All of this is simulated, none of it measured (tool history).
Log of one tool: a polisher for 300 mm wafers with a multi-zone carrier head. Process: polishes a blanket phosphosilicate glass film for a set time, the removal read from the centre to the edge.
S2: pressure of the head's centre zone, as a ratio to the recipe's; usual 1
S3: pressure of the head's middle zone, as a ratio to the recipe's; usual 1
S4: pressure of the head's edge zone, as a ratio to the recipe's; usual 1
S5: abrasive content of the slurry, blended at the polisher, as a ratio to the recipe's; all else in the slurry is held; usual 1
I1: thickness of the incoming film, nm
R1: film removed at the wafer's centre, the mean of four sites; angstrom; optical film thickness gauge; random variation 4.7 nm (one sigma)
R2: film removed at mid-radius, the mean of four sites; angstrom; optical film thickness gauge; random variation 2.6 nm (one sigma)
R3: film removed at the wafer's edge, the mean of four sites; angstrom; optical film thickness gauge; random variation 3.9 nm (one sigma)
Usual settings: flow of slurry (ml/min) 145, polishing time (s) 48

Run 1, hour 0: usual settings but flow of slurry (ml/min) 195, S2 1.12, S4 0.92, S5 0.9; I1 2666.5. Result: R1 4392 angstrom, R2 3751 angstrom, R3 3651 angstrom.
Run 2, hour 48: usual settings; I1 2704.2. Result: R1 3975 angstrom, R2 3820 angstrom, R3 3854 angstrom.
Run 3, hour 96: usual settings but S2 0.91, S3 0.96, S5 1.3; I1 2697.9. Result: R1 4030 angstrom, R2 4237 angstrom, R3 4382 angstrom.
Run 4, hour 169.2: usual settings but flow of slurry (ml/min) 110, S2 1.09, S3 0.92; I1 2680.9. Result: R1 4073 angstrom, R2 3401 angstrom, R3 3671 angstrom.
At hour 227.3: slurry nozzle cleaned.
Run 5, hour 267.8: usual settings but S2 1.08; I1 2684.1. Result: R1 4162 angstrom, R2 3720 angstrom, R3 3693 angstrom.
At hour 277.4: centre zone pressure recalibrated.
At hour 293.2: worn pad replaced by a new one.
Run 6, hour 323.6: usual settings but polishing time (s) 40; I1 2634.8. Result: R1 3368 angstrom, R2 3276 angstrom, R3 3242 angstrom.
At hour 334.8: carrier head's membrane replaced by a new one.
Run 7, hour 428.9: usual settings but flow of slurry (ml/min) 185, S4 1.04, polishing time (s) 31; I1 2659.8. Result: R1 2671 angstrom, R2 2618 angstrom, R3 2606 angstrom.
Run 8, hour 490.8: usual settings but S2 1.08, S3 0.89, S5 0.75; I1 2636.5. Result: R1 3619 angstrom, R2 2963 angstrom, R3 3245 angstrom.
Run 9, hour 546.8: usual settings; I1 2708. Result: R1 4015 angstrom, R2 3890 angstrom, R3 3858 angstrom.
Run 10, hour 599.2: usual settings but S2 0.88, S3 1.07; I1 2668.1. Result: R1 3592 angstrom, R2 4065 angstrom, R3 3859 angstrom.
Run 11, hour 690.2: usual settings but flow of slurry (ml/min) 170, S3 0.94, S4 1.04, S5 1.3; I1 2689.7. Result: R1 4570 angstrom, R2 4212 angstrom, R3 4515 angstrom.
At hour 707.5: edge zone pressure recalibrated.
Run 12, hour 744.3: usual settings but flow of slurry (ml/min) 195, S2 0.95, polishing time (s) 34; I1 2665.7. Result: R1 2750 angstrom, R2 2800 angstrom, R3 2726 angstrom.
At hour 760.3: slurry nozzle cleaned.
Run 13, hour 810.6: usual settings but S2 0.89, S3 0.9; I1 2658. Result: R1 3443 angstrom, R2 3449 angstrom, R3 3751 angstrom.
At hour 817.8: worn pad replaced by a new one.
Run 14, hour 881.7: usual settings but S2 0.91, S3 0.96, S5 1.3; I1 2650.4. Result: R1 4278 angstrom, R2 4345 angstrom, R3 4459 angstrom.
Run 15, hour 963.1: usual settings but S3 1.08, S4 1.11, S5 0.8; I1 2681.5. Result: R1 3448 angstrom, R2 3637 angstrom, R3 3606 angstrom.
Run 16, hour 1062.2: usual settings; I1 2667.1. Result: R1 4038 angstrom, R2 3886 angstrom, R3 3948 angstrom.
Run 17, hour 1158.4: usual settings but S4 0.88, S5 1.15; I1 2651.9. Result: R1 4288 angstrom, R2 4172 angstrom, R3 3937 angstrom.
Run 18, hour 1264.2: usual settings but S4 1.12; I1 2692.2. Result: R1 3930 angstrom, R2 3866 angstrom, R3 4044 angstrom.
At hour 1286.4: centre zone pressure recalibrated.
At hour 1306.2: slurry nozzle cleaned.
Run 19, hour 1323.9: usual settings but flow of slurry (ml/min) 180, S3 0.91, S5 1.2; I1 2690.4. Result: R1 4346 angstrom, R2 3912 angstrom, R3 4238 angstrom.
Run 20, hour 1380: usual settings but S3 0.95; I1 2679.1. Result: R1 3872 angstrom, R2 3599 angstrom, R3 3738 angstrom.

Forecast each of these 5 alternatives for the next run:
Run A, hour 1380.4: usual settings but S2 0.94; I1 2673.7. Result: R1 ?, R2 ?, R3 ?.
Run B, hour 1380.4: usual settings but S2 0.91, polishing time (s) 54; I1 2673.7. Result: R1 ?, R2 ?, R3 ?.
Run C, hour 1380.4: usual settings but S3 0.95, S5 0.85; I1 2673.7. Result: R1 ?, R2 ?, R3 ?.
Run D, hour 1380.4: usual settings but flow of slurry (ml/min) 105, S2 1.05, S4 0.94, polishing time (s) 37; I1 2673.7. Result: R1 ?, R2 ?, R3 ?.
Run E, hour 1380.4: usual settings but S4 1.06; I1 2673.7. Result: R1 ?, R2 ?, R3 ?.

run    R1    R2    R3
  A  3560  3740  3785
  B  3876  4208  4258
  C  3434  3247  3433
  D  2915  2755  2744
  E  3789  3739  3894
Without the tool's hidden state the same runs would have given:
run    R1    R2    R3
  A  3769  3960  4007
  B  4104  4455  4508
  C  3636  3437  3635
  D  3086  2916  2905
  E  4012  3958  4123
